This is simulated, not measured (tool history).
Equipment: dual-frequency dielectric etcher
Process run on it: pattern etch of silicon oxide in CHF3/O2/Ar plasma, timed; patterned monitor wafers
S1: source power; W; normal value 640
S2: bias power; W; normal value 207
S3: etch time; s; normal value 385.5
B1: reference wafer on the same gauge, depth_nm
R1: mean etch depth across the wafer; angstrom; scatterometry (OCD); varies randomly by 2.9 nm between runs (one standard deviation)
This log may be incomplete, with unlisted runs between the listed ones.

Run 1, day 0.000: usual settings but S1 560 W, S3 440.5 s; B1 1023.0. Result: R1 9384 angstrom.
At day 2.121: wet clean of the chamber.
Run 2, day 3.371: usual settings but S2 240 W, S3 303.0 s; B1 1023.1. Result: R1 7403 angstrom.
Run 3, day 5.950: usual settings but S2 240 W, S3 303.0 s; B1 1022.7. Result: R1 7486 angstrom.
Run 4, day 8.688: usual settings but S2 240 W, S3 303.0 s; B1 1023.2. Result: R1 7499 angstrom.
Run 5, day 13.096: usual settings; B1 1022.4. Result: R1 8730 angstrom.
Run 6, day 15.096: usual settings; B1 1022.7. Result: R1 8759 angstrom.
At day 23.612: wet clean of the chamber.
Run 7, day 24.838: usual settings; B1 1022.2. Result: R1 8777 angstrom.
Run 8, day 27.900: usual settings; B1 1023.6. Result: R1 8804 angstrom.
Run 9, day 32.267: usual settings; B1 1022.0. Result: R1 8807 angstrom.
Run 10, day 33.871: usual settings; B1 1022.6. Result: R1 8770 angstrom.
Run 11, day 37.038: usual settings; B1 1023.4. Result: R1 8750 angstrom.
At day 39.779: bias power generator calibrated.
Run 12, day 39.925: usual settings but S1 720 W; B1 1023.7. Result: R1 9390 angstrom.
Run 13, day 44.567: usual settings but S1 720 W; B1 1023.7. Result: R1 9409 angstrom.
Run 14, day 48.242: usual settings but S1 720 W; B1 1022.3. Result: R1 9476 angstrom.
At day 50.342: wet clean of the chamber.
At day 51.596: source power generator calibrated.
Run 15, day 51.625: usual settings but S1 790 W, S2 183 W; B1 1023.5. Result: R1 9246 angstrom.
At day 54.021: upper electrode replaced.
Run 16, day 55.783: usual settings but S1 770 W; B1 1022.2. Result: R1 9754 angstrom.
Run 17, day 58.021: usual settings; B1 1022.3. Result: R1 8952 angstrom.
At day 60.812: bias power generator calibrated, repeated, since the last time left the tool worse.
Run 18, day 61.967: usual settings; B1 1023.2. Result: R1 8649 angstrom.
Run 19, day 66.583: usual settings but S1 540 W, S2 166 W, S3 314.0 s; B1 1022.3. Result: R1 5707 angstrom.
Run 20, day 68.650: usual settings; B1 1023.5. Result: R1 8658 angstrom.
At day 77.567: wet clean of the chamber.
Run 21, day 78.633: usual settings but S3 288.0 s; B1 1023.9. Result: R1 6522 angstrom.
Run 22, day 80.538: usual settings but S1 780 W, S2 248 W; B1 1022.5. Result: R1 10578 angstrom.
Run 23, day 83.462: usual settings but S1 750 W, S2 180 W, S3 448.0 s; B1 1022.5. Result: R1 10081 angstrom.
At day 85.238: gauge calibrated.
Run 24, day 87.121: usual settings but S1 500 W, S2 158 W, S3 343.5 s; B1 1024.4. Result: R1 5828 angstrom.
Run 25, day 90.250: usual settings but S1 560 W, S3 440.5 s; B1 1023.8. Result: R1 9326 angstrom.
Run 26, day 92.192: usual settings but S1 760 W, S2 161 W, S3 474.5 s; B1 1022.3. Result: R1 10095 angstrom.
Run 27, day 95.317: usual settings but S3 272.0 s; B1 1022.8. Result: R1 6164 angstrom.
Run 28, day 97.717: usual settings; B1 1023.0. Result: R1 8726 angstrom.
At day 103.821: wet clean of the chamber.
Run 29, day 110.554: usual settings; B1 1023.5. Result: R1 8776 angstrom.

Each row is a separate what-if for the run after 29, all from the same tool condition, not one after another. Results?
Run A, day 110.575: usual settings but S2 187 W; B1 ?. Result: R1 ?.
Run B, day 110.575: usual settings but S1 580 W, S2 189 W, S3 444.0 s; B1 ?. Result: R1 ?.
Run C, day 110.575: usual settings but S3 491.5 s; B1 ?. Result: R1 ?.
Run D, day 110.575: usual settings but S1 540 W; B1 ?. Result: R1 ?.

run      B1     R1
  A  1022.2   8281
  B  1022.2   9124
  C  1022.2  11180
  D  1022.2   8036
Take away the tool's hidden state, keep each run's random variation, and the runs would have read:
run     R1
  A   8179
  B   9011
  C  11038
  D   7933
